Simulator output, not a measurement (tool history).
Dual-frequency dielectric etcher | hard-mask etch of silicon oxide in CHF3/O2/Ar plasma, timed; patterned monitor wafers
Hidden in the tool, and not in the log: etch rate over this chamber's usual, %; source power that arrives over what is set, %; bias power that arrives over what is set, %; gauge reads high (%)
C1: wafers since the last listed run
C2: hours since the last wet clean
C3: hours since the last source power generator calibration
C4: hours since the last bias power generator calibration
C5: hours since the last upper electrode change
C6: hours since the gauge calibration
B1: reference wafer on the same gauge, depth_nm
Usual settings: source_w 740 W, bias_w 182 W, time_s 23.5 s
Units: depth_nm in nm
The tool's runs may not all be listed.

run 1 hour=0.0 | source_w=740 bias_w=182 time_s=19.0 | C1=0 C2=525.7 C3=2694.2 C4=2600.7 C5=4359.0 C6=214.0 | B1=51 | depth_nm=40.5
run 2 hour=19.9 | source_w=620 bias_w=182 time_s=23.5 | C1=413 C2=545.6 C3=2714.1 C4=2620.6 C5=4378.9 C6=233.9 | B1=51 | depth_nm=47.6
run 3 hour=53.9 | source_w=620 bias_w=182 time_s=23.5 | C1=706 C2=579.6 C3=2748.1 C4=2654.6 C5=4412.9 C6=267.9 | B1=51 | depth_nm=47.7
-- hour=104.8 wet clean of the chamber
run 4 hour=105.3 | source_w=740 bias_w=182 time_s=23.5 | C1=568 C2=0.5 C3=2799.5 C4=2706.0 C5=4464.3 C6=319.3 | B1=51 | depth_nm=49.7
run 5 hour=151.7 | source_w=740 bias_w=182 time_s=23.5 | C1=963 C2=46.9 C3=2845.9 C4=2752.4 C5=4510.7 C6=365.7 | B1=51 | depth_nm=49.7
run 6 hour=172.0 | source_w=740 bias_w=182 time_s=23.5 | C1=421 C2=67.2 C3=2866.2 C4=2772.7 C5=4531.0 C6=386.0 | B1=51 | depth_nm=49.8
run 7 hour=189.2 | source_w=790 bias_w=182 time_s=23.5 | C1=357 C2=84.4 C3=2883.4 C4=2789.9 C5=4548.2 C6=403.2 | B1=51 | depth_nm=50.7
run 8 hour=207.9 | source_w=790 bias_w=182 time_s=23.5 | C1=388 C2=103.1 C3=2902.1 C4=2808.6 C5=4566.9 C6=421.9 | B1=51 | depth_nm=50.8
-- hour=212.0 bias power generator calibrated
run 9 hour=224.8 | source_w=780 bias_w=182 time_s=28.5 | C1=267 C2=120.0 C3=2919.0 C4=12.8 C5=4583.8 C6=438.8 | B1=51 | depth_nm=61.2
run 10 hour=246.0 | source_w=780 bias_w=182 time_s=28.5 | C1=440 C2=141.2 C3=2940.2 C4=34.0 C5=4605.0 C6=460.0 | B1=51 | depth_nm=61.4
run 11 hour=272.1 | source_w=830 bias_w=182 time_s=23.5 | C1=541 C2=167.3 C3=2966.3 C4=60.1 C5=4631.1 C6=486.1 | B1=51 | depth_nm=51.6
-- hour=282.1 source power generator calibrated
run 12 hour=293.2 | source_w=590 bias_w=151 time_s=26.5 | C1=355 C2=188.4 C3=11.1 C4=81.2 C5=4652.2 C6=507.2 | B1=51 | depth_nm=50.8
run 13 hour=315.1 | source_w=740 bias_w=217 time_s=23.5 | C1=454 C2=210.3 C3=33.0 C4=103.1 C5=4674.1 C6=529.1 | B1=51 | depth_nm=51.7
-- hour=339.4 gauge calibrated
run 14 hour=354.1 | source_w=740 bias_w=213 time_s=26.0 | C1=809 C2=249.3 C3=72.0 C4=142.1 C5=4713.1 C6=14.7 | B1=51 | depth_nm=56.9
run 15 hour=374.1 | source_w=620 bias_w=211 time_s=27.5 | C1=415 C2=269.3 C3=92.0 C4=162.1 C5=4733.1 C6=34.7 | B1=51 | depth_nm=57.2
run 16 hour=391.2 | source_w=610 bias_w=138 time_s=28.0 | C1=355 C2=286.4 C3=109.1 C4=179.2 C5=4750.2 C6=51.8 | B1=51 | depth_nm=53.2
run 17 hour=418.3 | source_w=660 bias_w=182 time_s=30.5 | C1=562 C2=313.5 C3=136.2 C4=206.3 C5=4777.3 C6=78.9 | B1=51 | depth_nm=62.9
run 18 hour=440.0 | source_w=740 bias_w=207 time_s=23.5 | C1=450 C2=335.2 C3=157.9 C4=228.0 C5=4799.0 C6=100.6 | B1=51 | depth_nm=51.5

Run 19 comes next. What will it give?
-- hour=559.6 upper electrode replaced
run 19 hour=560.1 | source_w=850 bias_w=198 time_s=17.0 | C1=1995 C2=455.3 C3=278.0 C4=348.1 C5=0.5 C6=220.7 | B1=? | depth_nm=?

B1: 51
depth_nm: 38.4 nm
Without the tool's hidden state the same run would have given depth_nm 38.1 nm.

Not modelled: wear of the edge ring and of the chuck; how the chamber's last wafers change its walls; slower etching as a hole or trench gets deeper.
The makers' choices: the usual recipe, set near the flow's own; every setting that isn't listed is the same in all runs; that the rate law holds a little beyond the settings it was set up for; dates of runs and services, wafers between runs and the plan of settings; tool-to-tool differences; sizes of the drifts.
